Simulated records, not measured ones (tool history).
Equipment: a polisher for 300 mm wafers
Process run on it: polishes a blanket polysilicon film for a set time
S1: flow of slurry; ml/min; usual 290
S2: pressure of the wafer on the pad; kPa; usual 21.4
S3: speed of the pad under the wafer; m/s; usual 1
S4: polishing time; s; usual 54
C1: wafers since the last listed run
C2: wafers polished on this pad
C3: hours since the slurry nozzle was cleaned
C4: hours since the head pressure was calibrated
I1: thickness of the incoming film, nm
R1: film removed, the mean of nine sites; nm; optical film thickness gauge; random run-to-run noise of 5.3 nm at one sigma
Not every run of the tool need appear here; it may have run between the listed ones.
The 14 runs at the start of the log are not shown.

run,hour,S1,S2,S3,S4,C1,C2,C3,C4,I1,R1
15,742.8,290,21.4,1,54,649,1097,191.7,588.2,1432.1,512.3
16,776.1,355,15.2,0.9,42,372,1470,225,621.5,1421.4,270.7
17,844.1,290,21.4,1,54,761,2231,293,689.5,1412.1,507.4
18,883.7,230,21.4,0.8,64,443,2675,332.6,729.1,1394.4,512.3
# hour 1007.3: slurry nozzle cleaned
19,1026.9,290,18.6,1,54,1592,4267,19.6,872.3,1418.4,453.8
20,1069.5,290,21.4,0.76,39,476,4744,62.2,914.9,1445.6,325.9
# hour 1080: worn pad replaced by a new one
21,1137.6,290,17.9,1.32,64,717,645,130.3,983,1432.1,612
22,1187.1,290,26.2,1,69,554,1199,179.8,1032.5,1413.9,807.8
# hour 1233.6: head pressure recalibrated
23,1256.5,290,21.4,1,54,754,1953,249.2,22.9,1399.2,512.7
24,1296.7,315,21.4,1.32,54,450,2404,289.4,63.1,1439.4,612.8
25,1363.1,290,21.4,1,54,743,3147,355.8,129.5,1418.9,516.9
# hour 1408.1: slurry nozzle cleaned
26,1422.5,290,21.4,1,54,653,3801,14.4,188.9,1438.2,527.2
27,1482.4,290,16.5,1,63,670,4472,74.3,248.8,1440.8,470.3
# hour 1508.6: worn pad replaced by a new one
28,1541.7,390,15.9,1.1,61,619,371,133.6,308.1,1432.3,468.2
29,1582.7,350,23.4,1,54,459,830,174.6,349.1,1427.1,572.5
30,1616.3,385,21.4,1.2,38,376,1206,208.2,382.7,1409.1,409
31,1662.1,290,21.4,1,54,512,1719,254,428.5,1429.7,490.7
32,1690.1,290,21.4,1,45,313,2032,282,456.5,1426.3,415.7
33,1756.8,250,19.3,1,54,746,2779,348.7,523.2,1433.4,441.3
34,1790.1,330,21.4,1.36,45,372,3152,382,556.5,1436.8,505.2
# hour 1845.6: slurry nozzle cleaned
35,1852.4,290,21.4,0.68,54,686,3838,6.8,618.8,1438.3,425.4

Run 36, settings as shown, results not yet in. Your forecast:
36,1893.9,290,21.4,1,36,464,4303,48.3,660.3,1411.2,?

{"run 36": {"R1": 345.6}}
If the tool had no hidden condition, the same run with the same run-to-run variation would have returned R1 351.6 nm.

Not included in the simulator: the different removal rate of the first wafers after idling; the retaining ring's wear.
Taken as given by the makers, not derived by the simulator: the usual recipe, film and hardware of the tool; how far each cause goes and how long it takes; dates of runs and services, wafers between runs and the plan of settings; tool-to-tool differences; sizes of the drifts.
